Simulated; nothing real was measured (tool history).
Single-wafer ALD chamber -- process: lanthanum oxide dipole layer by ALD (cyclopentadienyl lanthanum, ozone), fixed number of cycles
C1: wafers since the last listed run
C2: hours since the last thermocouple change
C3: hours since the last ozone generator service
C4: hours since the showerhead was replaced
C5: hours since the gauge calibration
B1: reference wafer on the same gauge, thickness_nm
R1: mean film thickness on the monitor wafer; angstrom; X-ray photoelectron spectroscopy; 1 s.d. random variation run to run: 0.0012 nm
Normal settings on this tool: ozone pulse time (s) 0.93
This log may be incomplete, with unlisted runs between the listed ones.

{"run": 1, "hour": 0.0, "ozone pulse time (s)": 0.81, "C1": 0, "C2": 2090.5, "C3": 1472.2, "C4": 2368.5, "C5": 575.2, "B1": 0.504, "R1": 4.39}
{"run": 2, "hour": 24.6, "ozone pulse time (s)": 0.81, "C1": 400, "C2": 2115.1, "C3": 1496.8, "C4": 2393.1, "C5": 599.8, "B1": 0.504, "R1": 4.39}
{"run": 3, "hour": 50.7, "ozone pulse time (s)": 0.78, "C1": 424, "C2": 2141.2, "C3": 1522.9, "C4": 2419.2, "C5": 625.9, "B1": 0.504, "R1": 4.36}
{"run": 4, "hour": 84.0, "ozone pulse time (s)": 0.78, "C1": 541, "C2": 2174.5, "C3": 1556.2, "C4": 2452.5, "C5": 659.2, "B1": 0.504, "R1": 4.36}
{"run": 5, "hour": 96.9, "ozone pulse time (s)": 0.78, "C1": 209, "C2": 2187.4, "C3": 1569.1, "C4": 2465.4, "C5": 672.1, "B1": 0.504, "R1": 4.35}
{"run": 6, "hour": 112.9, "ozone pulse time (s)": 0.93, "C1": 260, "C2": 2203.4, "C3": 1585.1, "C4": 2481.4, "C5": 688.1, "B1": 0.504, "R1": 4.52}
{"run": 7, "hour": 134.3, "ozone pulse time (s)": 0.93, "C1": 348, "C2": 2224.8, "C3": 1606.5, "C4": 2502.8, "C5": 709.5, "B1": 0.504, "R1": 4.56}
{"run": 8, "hour": 161.9, "ozone pulse time (s)": 0.7, "C1": 449, "C2": 2252.4, "C3": 1634.1, "C4": 2530.4, "C5": 737.1, "B1": 0.504, "R1": 4.24}
{"run": 9, "hour": 186.7, "ozone pulse time (s)": 1.14, "C1": 403, "C2": 2277.2, "C3": 1658.9, "C4": 2555.2, "C5": 761.9, "B1": 0.504, "R1": 4.76}
{"run": 10, "hour": 203.7, "ozone pulse time (s)": 1.14, "C1": 276, "C2": 2294.2, "C3": 1675.9, "C4": 2572.2, "C5": 778.9, "B1": 0.504, "R1": 4.75}
{"run": 11, "hour": 233.9, "ozone pulse time (s)": 0.93, "C1": 491, "C2": 2324.4, "C3": 1706.1, "C4": 2602.4, "C5": 809.1, "B1": 0.504, "R1": 4.54}
{"hour": 234.0, "done": "gauge calibrated"}
{"run": 12, "hour": 255.9, "ozone pulse time (s)": 0.93, "C1": 357, "C2": 2346.4, "C3": 1728.1, "C4": 2624.4, "C5": 21.9, "B1": 0.504, "R1": 4.53}
{"run": 13, "hour": 276.7, "ozone pulse time (s)": 0.93, "C1": 338, "C2": 2367.2, "C3": 1748.9, "C4": 2645.2, "C5": 42.7, "B1": 0.504, "R1": 4.53}
{"run": 14, "hour": 302.6, "ozone pulse time (s)": 0.93, "C1": 421, "C2": 2393.1, "C3": 1774.8, "C4": 2671.1, "C5": 68.6, "B1": 0.504, "R1": 4.54}
{"run": 15, "hour": 329.4, "ozone pulse time (s)": 0.74, "C1": 436, "C2": 2419.9, "C3": 1801.6, "C4": 2697.9, "C5": 95.4, "B1": 0.504, "R1": 4.26}
{"run": 16, "hour": 364.7, "ozone pulse time (s)": 0.74, "C1": 574, "C2": 2455.2, "C3": 1836.9, "C4": 2733.2, "C5": 130.7, "B1": 0.504, "R1": 4.27}
{"run": 17, "hour": 390.9, "ozone pulse time (s)": 1.25, "C1": 426, "C2": 2481.4, "C3": 1863.1, "C4": 2759.4, "C5": 156.9, "B1": 0.504, "R1": 4.86}
{"hour": 402.5, "done": "thermocouple changed; heater temperature recalibrated"}
{"run": 18, "hour": 403.3, "ozone pulse time (s)": 1.09, "C1": 71, "C2": 0.8, "C3": 1875.5, "C4": 2771.8, "C5": 169.3, "B1": 0.504, "R1": 4.73}
{"run": 19, "hour": 430.4, "ozone pulse time (s)": 1.29, "C1": 440, "C2": 27.9, "C3": 1902.6, "C4": 2798.9, "C5": 196.4, "B1": 0.504, "R1": 4.9}
{"run": 20, "hour": 448.1, "ozone pulse time (s)": 0.59, "C1": 287, "C2": 45.6, "C3": 1920.3, "C4": 2816.6, "C5": 214.1, "B1": 0.504, "R1": 4.04}
{"run": 21, "hour": 470.5, "ozone pulse time (s)": 0.93, "C1": 364, "C2": 68, "C3": 1942.7, "C4": 2839, "C5": 236.5, "B1": 0.504, "R1": 4.55}
{"hour": 485.0, "done": "showerhead replaced"}
{"run": 22, "hour": 488.1, "ozone pulse time (s)": 0.93, "C1": 156, "C2": 85.6, "C3": 1960.3, "C4": 3.1, "C5": 254.1, "B1": 0.504, "R1": 4.51}
{"hour": 506.8, "done": "ozone generator serviced"}
{"run": 23, "hour": 514.8, "ozone pulse time (s)": 0.93, "C1": 304, "C2": 112.3, "C3": 8, "C4": 29.8, "C5": 280.8, "B1": 0.504, "R1": 4.75}
{"run": 24, "hour": 527.4, "ozone pulse time (s)": 1.28, "C1": 205, "C2": 124.9, "C3": 20.6, "C4": 42.4, "C5": 293.4, "B1": 0.504, "R1": 5.07}
{"run": 25, "hour": 549.6, "ozone pulse time (s)": 1.18, "C1": 361, "C2": 147.1, "C3": 42.8, "C4": 64.6, "C5": 315.6, "B1": 0.504, "R1": 5}
{"run": 26, "hour": 573.8, "ozone pulse time (s)": 1.03, "C1": 393, "C2": 171.3, "C3": 67, "C4": 88.8, "C5": 339.8, "B1": 0.504, "R1": 4.86}
{"run": 27, "hour": 606.3, "ozone pulse time (s)": 1.3, "C1": 528, "C2": 203.8, "C3": 99.5, "C4": 121.3, "C5": 372.3, "B1": 0.504, "R1": 5.09}
{"run": 28, "hour": 639.2, "ozone pulse time (s)": 1.18, "C1": 535, "C2": 236.7, "C3": 132.4, "C4": 154.2, "C5": 405.2, "B1": 0.504, "R1": 4.95}
{"run": 29, "hour": 652.5, "ozone pulse time (s)": 0.93, "C1": 216, "C2": 250, "C3": 145.7, "C4": 167.5, "C5": 418.5, "B1": 0.504, "R1": 4.73}
{"run": 30, "hour": 668.7, "ozone pulse time (s)": 1.05, "C1": 263, "C2": 266.2, "C3": 161.9, "C4": 183.7, "C5": 434.7, "B1": 0.504, "R1": 4.86}
{"run": 31, "hour": 684.0, "ozone pulse time (s)": 0.66, "C1": 248, "C2": 281.5, "C3": 177.2, "C4": 199, "C5": 450, "B1": 0.504, "R1": 4.36}
{"run": 32, "hour": 719.0, "ozone pulse time (s)": 0.75, "C1": 569, "C2": 316.5, "C3": 212.2, "C4": 234, "C5": 485, "B1": 0.504, "R1": 4.47}
{"run": 33, "hour": 740.4, "ozone pulse time (s)": 1.04, "C1": 348, "C2": 337.9, "C3": 233.6, "C4": 255.4, "C5": 506.4, "B1": 0.504, "R1": 4.81}
{"run": 34, "hour": 752.5, "ozone pulse time (s)": 1.23, "C1": 196, "C2": 350, "C3": 245.7, "C4": 267.5, "C5": 518.5, "B1": 0.504, "R1": 5.01}
{"run": 35, "hour": 764.5, "ozone pulse time (s)": 0.93, "C1": 195, "C2": 362, "C3": 257.7, "C4": 279.5, "C5": 530.5, "B1": 0.504, "R1": 4.72}

Hidden condition of the tool, last listed run before each entry between runs versus first listed run after:
Between runs 11 and 12: gauge calibrated (hour 234)
  ozone dose above that of a generator just serviced (%): -23.4 -> -23.5
  measured value less the no-hidden-state value, R1: -0.27 -> -0.27 angstrom
Between runs 17 and 18: thermocouple changed; heater temperature recalibrated (hour 402.5)
  both runs share identical hidden conditions
  measured value less the no-hidden-state value, R1: -0.23 -> -0.25 angstrom
Between runs 21 and 22: showerhead replaced (hour 485)
  ozone dose above that of a generator just serviced (%): -23.9 -> -24
  measured value less the no-hidden-state value, R1: -0.28 -> -0.27 angstrom
Between runs 22 and 23: ozone generator serviced (hour 506.8)
  ozone dose above that of a generator just serviced (%): -24 -> -3
  measured value less the no-hidden-state value, R1: -0.27 -> -0.03 angstrom
